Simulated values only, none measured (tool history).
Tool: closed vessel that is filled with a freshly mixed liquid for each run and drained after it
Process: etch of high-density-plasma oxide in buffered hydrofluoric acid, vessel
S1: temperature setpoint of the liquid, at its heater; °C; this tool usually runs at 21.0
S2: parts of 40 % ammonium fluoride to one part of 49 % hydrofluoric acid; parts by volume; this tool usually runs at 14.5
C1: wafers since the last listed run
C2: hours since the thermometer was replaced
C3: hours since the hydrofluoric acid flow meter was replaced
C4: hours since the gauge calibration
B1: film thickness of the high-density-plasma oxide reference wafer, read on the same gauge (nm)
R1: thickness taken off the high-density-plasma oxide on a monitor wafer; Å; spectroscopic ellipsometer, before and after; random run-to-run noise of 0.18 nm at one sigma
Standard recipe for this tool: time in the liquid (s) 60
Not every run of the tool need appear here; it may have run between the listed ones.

{"run": 1, "hour": 0.0, "S1": 25.0, "S2": 14.5, "time in the liquid (s)": 60, "C1": 0, "C2": 225.4, "C3": 2097.2, "C4": 74.1, "B1": 110.7, "R1": 524.0}
{"run": 2, "hour": 29.3, "S1": 21.0, "S2": 14.5, "time in the liquid (s)": 60, "C1": 1912, "C2": 254.7, "C3": 2126.5, "C4": 103.4, "B1": 110.89, "R1": 419.9}
{"run": 3, "hour": 56.9, "S1": 21.0, "S2": 14.5, "time in the liquid (s)": 60, "C1": 1801, "C2": 282.3, "C3": 2154.1, "C4": 131.0, "B1": 111.07, "R1": 420.0}
{"run": 4, "hour": 84.2, "S1": 17.0, "S2": 14.5, "time in the liquid (s)": 60, "C1": 1782, "C2": 309.6, "C3": 2181.4, "C4": 158.3, "B1": 111.21, "R1": 337.1}
{"run": 5, "hour": 99.6, "S1": 21.0, "S2": 14.5, "time in the liquid (s)": 85, "C1": 1005, "C2": 325.0, "C3": 2196.8, "C4": 173.7, "B1": 111.24, "R1": 595.6}
{"run": 6, "hour": 169.6, "S1": 21.0, "S2": 14.5, "time in the liquid (s)": 85, "C1": 4570, "C2": 395.0, "C3": 2266.8, "C4": 243.7, "B1": 111.49, "R1": 598.2}
{"run": 7, "hour": 186.9, "S1": 21.0, "S2": 14.5, "time in the liquid (s)": 60, "C1": 1129, "C2": 412.3, "C3": 2284.1, "C4": 261.0, "B1": 111.48, "R1": 422.5}
{"run": 8, "hour": 204.2, "S1": 21.0, "S2": 14.5, "time in the liquid (s)": 60, "C1": 1129, "C2": 429.6, "C3": 2301.4, "C4": 278.3, "B1": 111.52, "R1": 423.9}
{"run": 9, "hour": 229.6, "S1": 21.0, "S2": 14.5, "time in the liquid (s)": 60, "C1": 1658, "C2": 455.0, "C3": 2326.8, "C4": 303.7, "B1": 111.55, "R1": 421.0}
{"hour": 257.3, "done": "gauge calibrated"}
{"run": 10, "hour": 265.1, "S1": 21.0, "S2": 14.5, "time in the liquid (s)": 70, "C1": 2317, "C2": 490.5, "C3": 2362.3, "C4": 7.8, "B1": 110.14, "R1": 487.1}
{"run": 11, "hour": 296.8, "S1": 21.0, "S2": 14.5, "time in the liquid (s)": 60, "C1": 2069, "C2": 522.2, "C3": 2394.0, "C4": 39.5, "B1": 110.5, "R1": 420.7}
{"run": 12, "hour": 316.5, "S1": 21.0, "S2": 14.5, "time in the liquid (s)": 60, "C1": 1286, "C2": 541.9, "C3": 2413.7, "C4": 59.2, "B1": 110.68, "R1": 420.0}
{"run": 13, "hour": 328.9, "S1": 18.5, "S2": 14.5, "time in the liquid (s)": 35, "C1": 809, "C2": 554.3, "C3": 2426.1, "C4": 71.6, "B1": 110.8, "R1": 211.1}
{"hour": 341.9, "done": "hydrofluoric acid flow meter replaced"}
{"run": 14, "hour": 356.1, "S1": 21.0, "S2": 16.0, "time in the liquid (s)": 85, "C1": 1710, "C2": 581.5, "C3": 14.2, "C4": 98.8, "B1": 110.96, "R1": 541.6}
{"run": 15, "hour": 381.5, "S1": 25.5, "S2": 10.0, "time in the liquid (s)": 95, "C1": 1658, "C2": 606.9, "C3": 39.6, "C4": 124.2, "B1": 111.14, "R1": 1218.6}
{"run": 16, "hour": 398.5, "S1": 17.0, "S2": 17.5, "time in the liquid (s)": 80, "C1": 1109, "C2": 623.9, "C3": 56.6, "C4": 141.2, "B1": 111.22, "R1": 371.8}
{"hour": 420.8, "done": "thermometer replaced"}
{"run": 17, "hour": 429.7, "S1": 24.0, "S2": 14.5, "time in the liquid (s)": 60, "C1": 1971, "C2": 8.9, "C3": 87.8, "C4": 172.4, "B1": 111.36, "R1": 495.3}

For run 18, what comes out?
{"run": 18, "hour": 483.7, "S1": 21.0, "S2": 14.5, "time in the liquid (s)": 60, "C1": 3525, "C2": 62.9, "C3": 141.8, "C4": 226.4, "B1": "?", "R1": "?"}

Run 18 gave B1 111.53, R1 424.6 Å.
With the hidden condition absent and the run-to-run variation left alone, this run would have shown R1 418.8 Å.
